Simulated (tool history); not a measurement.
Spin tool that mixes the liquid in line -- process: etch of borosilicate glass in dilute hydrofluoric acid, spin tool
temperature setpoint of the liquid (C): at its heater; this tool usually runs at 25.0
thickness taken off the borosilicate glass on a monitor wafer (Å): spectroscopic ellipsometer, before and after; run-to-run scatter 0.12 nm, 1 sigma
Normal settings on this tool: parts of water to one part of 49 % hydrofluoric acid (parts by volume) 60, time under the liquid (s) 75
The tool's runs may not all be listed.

run,hour,temperature setpoint of the liquid (C),parts of water to one part of 49 % hydrofluoric acid (parts by volume),time under the liquid (s),wafers since the last listed run,hours since the thermometer was replaced,hours since the hydrofluoric acid flow meter was replaced,hours since the gauge calibration,"read-back film thickness of the borosilicate glass reference wafer, read on the same gauge (nm)",thickness taken off the borosilicate glass on a monitor wafer (Å)
1,0.0,25.0,75,75,0,661.1,445.8,628.3,80.02,270.7
2,45.9,25.0,75,75,333,707.0,491.7,674.2,80.00,272.2
3,115.7,25.0,60,75,506,776.8,561.5,744.0,80.01,346.0
4,154.8,25.0,60,75,283,815.9,600.6,783.1,80.01,345.3
5,187.9,25.0,60,75,240,849.0,633.7,816.2,79.99,344.6
6,283.8,25.0,60,90,695,944.9,729.6,912.1,80.00,410.9
7,316.9,26.5,75,75,240,978.0,762.7,945.2,80.00,284.8
8,348.4,26.5,75,75,228,1009.5,794.2,976.7,79.99,285.8
9,400.8,24.0,60,75,380,1061.9,846.6,1029.1,80.00,330.9
10,455.7,24.0,60,75,398,1116.8,901.5,1084.0,80.00,329.5
11,485.6,20.0,70,45,216,1146.7,931.4,1113.9,80.01,141.2
12,555.7,23.5,80,30,508,1216.8,1001.5,1184.0,80.03,94.8
13,620.9,25.0,40,75,473,1282.0,1066.7,1249.2,79.99,526.5
14,658.7,26.5,75,75,274,1319.8,1104.5,1287.0,80.00,285.4
15,692.3,25.0,70,75,243,1353.4,1138.1,1320.6,79.99,289.4
# hour 702.4: hydrofluoric acid flow meter replaced
# hour 705.3: gauge calibrated
16,725.5,23.0,75,95,233,1386.6,23.1,20.2,79.97,317.0
17,766.7,25.0,60,75,298,1427.8,64.3,61.4,79.96,345.6

What will run 18 give?
# hour 834.6: thermometer replaced
18,855.4,28.5,60,105,636,20.8,153.0,150.1,?,?

Run 18 came out at read-back film thickness of the borosilicate glass reference wafer, read on the same gauge (nm) 79.97, thickness taken off the borosilicate glass on a monitor wafer (Å) 555.1.
The same run, on a tool lacking any hidden state, would have yielded thickness taken off the borosilicate glass on a monitor wafer (Å) 558.1.
